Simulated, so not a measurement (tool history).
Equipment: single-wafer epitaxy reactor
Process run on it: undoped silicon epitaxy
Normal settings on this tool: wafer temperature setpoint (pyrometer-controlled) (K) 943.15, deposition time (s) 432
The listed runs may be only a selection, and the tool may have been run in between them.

run,hour,wafer temperature setpoint (pyrometer-controlled) (K),deposition time (s),wafers since the last listed run,hours since the last pyrometer calibration,hours since the gauge calibration,"read-back reference wafer on the same gauge, thickness_nm",mean film thickness on the monitor wafer (Å)
1,0.0,943.15,432,0,905.5,205.7,80.920,934.84
2,25.6,943.15,432,82,931.1,231.3,80.916,936.75
3,58.3,943.15,432,104,963.8,264.0,80.927,937.20
4,83.4,943.15,432,80,988.9,289.1,80.871,934.11
5,100.5,943.15,432,54,1006.0,306.2,80.905,931.17
6,116.6,943.15,432,51,1022.1,322.3,80.913,933.26
7,149.1,952.15,385,104,1054.6,354.8,80.900,1014.61
8,169.7,952.15,385,66,1075.2,375.4,80.916,1015.50
9,195.4,943.15,432,82,1100.9,401.1,80.941,934.98
10,276.3,943.15,432,259,1181.8,482.0,80.928,930.82
11,311.6,943.15,432,113,1217.1,517.3,80.893,930.21
12,338.0,943.15,432,84,1243.5,543.7,80.910,930.57
13,367.2,943.15,432,93,1272.7,572.9,80.926,936.60
14,388.0,943.15,432,66,1293.5,593.7,80.860,932.11
15,421.2,943.15,432,106,1326.7,626.9,80.894,930.55
# hour 448.3: pyrometer calibrated
16,454.7,930.15,464,81,6.4,660.4,80.935,741.53
17,469.8,958.15,366,48,21.5,675.5,80.976,1104.86
18,485.9,949.15,368,51,37.6,691.6,80.944,905.80
19,501.0,943.15,432,48,52.7,706.7,80.874,934.91
20,534.2,943.15,432,106,85.9,739.9,80.851,933.25
21,561.2,943.15,432,86,112.9,766.9,80.945,933.33
22,597.0,943.15,473,114,148.7,802.7,80.949,1027.07
23,612.6,948.15,380,50,164.3,818.3,80.998,920.42
24,625.2,933.15,467,40,176.9,830.9,80.872,795.54
# hour 641.1: gauge calibrated
25,652.7,932.15,392,88,204.4,11.6,80.901,657.25
26,687.7,956.15,470,112,239.4,46.6,80.876,1357.74
27,703.0,943.15,432,49,254.7,61.9,80.928,935.30
28,736.7,930.15,391,108,288.4,95.6,80.959,625.37
29,752.6,935.15,432,51,304.3,111.5,80.902,772.77
30,773.5,943.15,408,67,325.2,132.4,80.876,883.69
31,803.2,930.15,464,95,354.9,162.1,80.847,743.88

Forecast each of these 5 alternatives for the next run:
A,803.7,954.15,432,1,355.4,162.6,?,?
B,803.7,943.15,499,1,355.4,162.6,?,?
C,803.7,957.15,366,1,355.4,162.6,?,?
D,803.7,943.15,350,1,355.4,162.6,?,?
E,803.7,950.15,408,1,355.4,162.6,?,?

run,"read-back reference wafer on the same gauge, thickness_nm",mean film thickness on the monitor wafer (Å)
A,80.850,1200.43
B,80.850,1080.47
C,80.850,1087.44
D,80.850,757.85
E,80.850,1036.18
Without the tool's hidden state the same runs would have given:
run,mean film thickness on the monitor wafer (Å)
A,1200.43
B,1080.47
C,1087.44
D,757.85
E,1036.18
